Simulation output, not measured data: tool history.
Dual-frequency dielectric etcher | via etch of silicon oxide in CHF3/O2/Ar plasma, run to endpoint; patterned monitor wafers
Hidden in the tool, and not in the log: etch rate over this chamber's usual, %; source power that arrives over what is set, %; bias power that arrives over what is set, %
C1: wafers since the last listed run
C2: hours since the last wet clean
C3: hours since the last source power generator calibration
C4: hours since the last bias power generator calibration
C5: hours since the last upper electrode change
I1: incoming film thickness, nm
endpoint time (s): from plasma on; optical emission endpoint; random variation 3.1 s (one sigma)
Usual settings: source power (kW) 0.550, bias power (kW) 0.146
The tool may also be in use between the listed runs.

{"run": 1, "hour": 0.0, "source power (kW)": 0.55, "bias power (kW)": 0.146, "C1": 0, "C2": 256.6, "C3": 4203.6, "C4": 4182.6, "C5": 2215.9, "I1": 694.4, "endpoint time (s)": 340.8}
{"run": 2, "hour": 34.7, "source power (kW)": 0.55, "bias power (kW)": 0.146, "C1": 169, "C2": 291.3, "C3": 4238.3, "C4": 4217.3, "C5": 2250.6, "I1": 692.7, "endpoint time (s)": 345.1}
{"run": 3, "hour": 48.9, "source power (kW)": 0.62, "bias power (kW)": 0.154, "C1": 69, "C2": 305.5, "C3": 4252.5, "C4": 4231.5, "C5": 2264.8, "I1": 692.6, "endpoint time (s)": 321.5}
{"run": 4, "hour": 60.2, "source power (kW)": 0.62, "bias power (kW)": 0.154, "C1": 55, "C2": 316.8, "C3": 4263.8, "C4": 4242.8, "C5": 2276.1, "I1": 684.1, "endpoint time (s)": 312.7}
{"run": 5, "hour": 70.3, "source power (kW)": 0.62, "bias power (kW)": 0.154, "C1": 49, "C2": 326.9, "C3": 4273.9, "C4": 4252.9, "C5": 2286.2, "I1": 697.9, "endpoint time (s)": 319.9}
{"run": 6, "hour": 79.5, "source power (kW)": 0.55, "bias power (kW)": 0.138, "C1": 44, "C2": 336.1, "C3": 4283.1, "C4": 4262.1, "C5": 2295.4, "I1": 693.6, "endpoint time (s)": 348.8}
{"run": 7, "hour": 86.0, "source power (kW)": 0.55, "bias power (kW)": 0.138, "C1": 31, "C2": 342.6, "C3": 4289.6, "C4": 4268.6, "C5": 2301.9, "I1": 691.0, "endpoint time (s)": 342.5}
{"run": 8, "hour": 93.6, "source power (kW)": 0.55, "bias power (kW)": 0.146, "C1": 37, "C2": 350.2, "C3": 4297.2, "C4": 4276.2, "C5": 2309.5, "I1": 682.8, "endpoint time (s)": 334.6}
{"hour": 120.2, "done": "upper electrode replaced"}
{"run": 9, "hour": 120.7, "source power (kW)": 0.55, "bias power (kW)": 0.146, "C1": 15, "C2": 377.3, "C3": 4324.3, "C4": 4303.3, "C5": 0.5, "I1": 686.0, "endpoint time (s)": 335.6}
{"run": 10, "hour": 121.2, "source power (kW)": 0.66, "bias power (kW)": 0.146, "C1": 2, "C2": 377.8, "C3": 4324.8, "C4": 4303.8, "C5": 1.0, "I1": 682.1, "endpoint time (s)": 304.6}
{"hour": 178.7, "done": "wet clean of the chamber"}
{"run": 11, "hour": 179.2, "source power (kW)": 0.66, "bias power (kW)": 0.146, "C1": 166, "C2": 0.5, "C3": 4382.8, "C4": 4361.8, "C5": 59.0, "I1": 689.2, "endpoint time (s)": 324.9}
{"run": 12, "hour": 179.6, "source power (kW)": 0.66, "bias power (kW)": 0.146, "C1": 1, "C2": 0.9, "C3": 4383.2, "C4": 4362.2, "C5": 59.4, "I1": 687.5, "endpoint time (s)": 317.3}
{"hour": 188.2, "done": "source power generator calibrated"}
{"run": 13, "hour": 189.9, "source power (kW)": 0.55, "bias power (kW)": 0.146, "C1": 30, "C2": 11.2, "C3": 1.7, "C4": 4372.5, "C5": 69.7, "I1": 683.6, "endpoint time (s)": 351.7}
{"hour": 196.7, "done": "bias power generator calibrated"}
{"run": 14, "hour": 204.1, "source power (kW)": 0.59, "bias power (kW)": 0.175, "C1": 49, "C2": 25.4, "C3": 15.9, "C4": 7.4, "C5": 83.9, "I1": 687.9, "endpoint time (s)": 319.5}
{"run": 15, "hour": 211.3, "source power (kW)": 0.59, "bias power (kW)": 0.173, "C1": 35, "C2": 32.6, "C3": 23.1, "C4": 14.6, "C5": 91.1, "I1": 691.3, "endpoint time (s)": 324.4}
{"run": 16, "hour": 227.2, "source power (kW)": 0.66, "bias power (kW)": 0.16, "C1": 77, "C2": 48.5, "C3": 39.0, "C4": 30.5, "C5": 107.0, "I1": 688.1, "endpoint time (s)": 316.8}
{"run": 17, "hour": 241.1, "source power (kW)": 0.55, "bias power (kW)": 0.133, "C1": 67, "C2": 62.4, "C3": 52.9, "C4": 44.4, "C5": 120.9, "I1": 693.4, "endpoint time (s)": 358.4}
{"run": 18, "hour": 256.0, "source power (kW)": 0.43, "bias power (kW)": 0.158, "C1": 72, "C2": 77.3, "C3": 67.8, "C4": 59.3, "C5": 135.8, "I1": 686.5, "endpoint time (s)": 378.9}
{"run": 19, "hour": 268.2, "source power (kW)": 0.48, "bias power (kW)": 0.179, "C1": 59, "C2": 89.5, "C3": 80.0, "C4": 71.5, "C5": 148.0, "I1": 690.1, "endpoint time (s)": 353.4}
{"run": 20, "hour": 280.2, "source power (kW)": 0.55, "bias power (kW)": 0.146, "C1": 58, "C2": 101.5, "C3": 92.0, "C4": 83.5, "C5": 160.0, "I1": 689.1, "endpoint time (s)": 346.7}
{"run": 21, "hour": 293.0, "source power (kW)": 0.68, "bias power (kW)": 0.168, "C1": 62, "C2": 114.3, "C3": 104.8, "C4": 96.3, "C5": 172.8, "I1": 691.0, "endpoint time (s)": 302.6}
{"run": 22, "hour": 307.1, "source power (kW)": 0.55, "bias power (kW)": 0.146, "C1": 68, "C2": 128.4, "C3": 118.9, "C4": 110.4, "C5": 186.9, "I1": 688.1, "endpoint time (s)": 345.5}
{"run": 23, "hour": 324.6, "source power (kW)": 0.55, "bias power (kW)": 0.115, "C1": 85, "C2": 145.9, "C3": 136.4, "C4": 127.9, "C5": 204.4, "I1": 684.0, "endpoint time (s)": 363.4}
{"run": 24, "hour": 339.5, "source power (kW)": 0.59, "bias power (kW)": 0.173, "C1": 72, "C2": 160.8, "C3": 151.3, "C4": 142.8, "C5": 219.3, "I1": 686.2, "endpoint time (s)": 313.1}
{"run": 25, "hour": 348.0, "source power (kW)": 0.51, "bias power (kW)": 0.146, "C1": 41, "C2": 169.3, "C3": 159.8, "C4": 151.3, "C5": 227.8, "I1": 685.8, "endpoint time (s)": 350.4}

Measured less the same run without the tool's hidden state. The same run-to-run variation is in both; the gauge's scatter may not be:
run=1 endpoint_time_(s)=-11.0
run=2 endpoint_time_(s)=-12.7
run=3 endpoint_time_(s)=-12.5
run=4 endpoint_time_(s)=-12.6
run=5 endpoint_time_(s)=-13.3
run=6 endpoint_time_(s)=-14.9
run=7 endpoint_time_(s)=-14.9
run=8 endpoint_time_(s)=-14.8
run=9 endpoint_time_(s)=-16.1
run=10 endpoint_time_(s)=-14.6
run=11 endpoint_time_(s)=-1.0
run=12 endpoint_time_(s)=-1.0
run=13 endpoint_time_(s)=-1.6
run=14 endpoint_time_(s)=-2.0
run=15 endpoint_time_(s)=-2.3
run=16 endpoint_time_(s)=-2.9
run=17 endpoint_time_(s)=-4.0
run=18 endpoint_time_(s)=-4.9
run=19 endpoint_time_(s)=-5.1
run=20 endpoint_time_(s)=-5.5
run=21 endpoint_time_(s)=-5.4
run=22 endpoint_time_(s)=-6.7
run=23 endpoint_time_(s)=-7.9
run=24 endpoint_time_(s)=-7.4
run=25 endpoint_time_(s)=-8.7
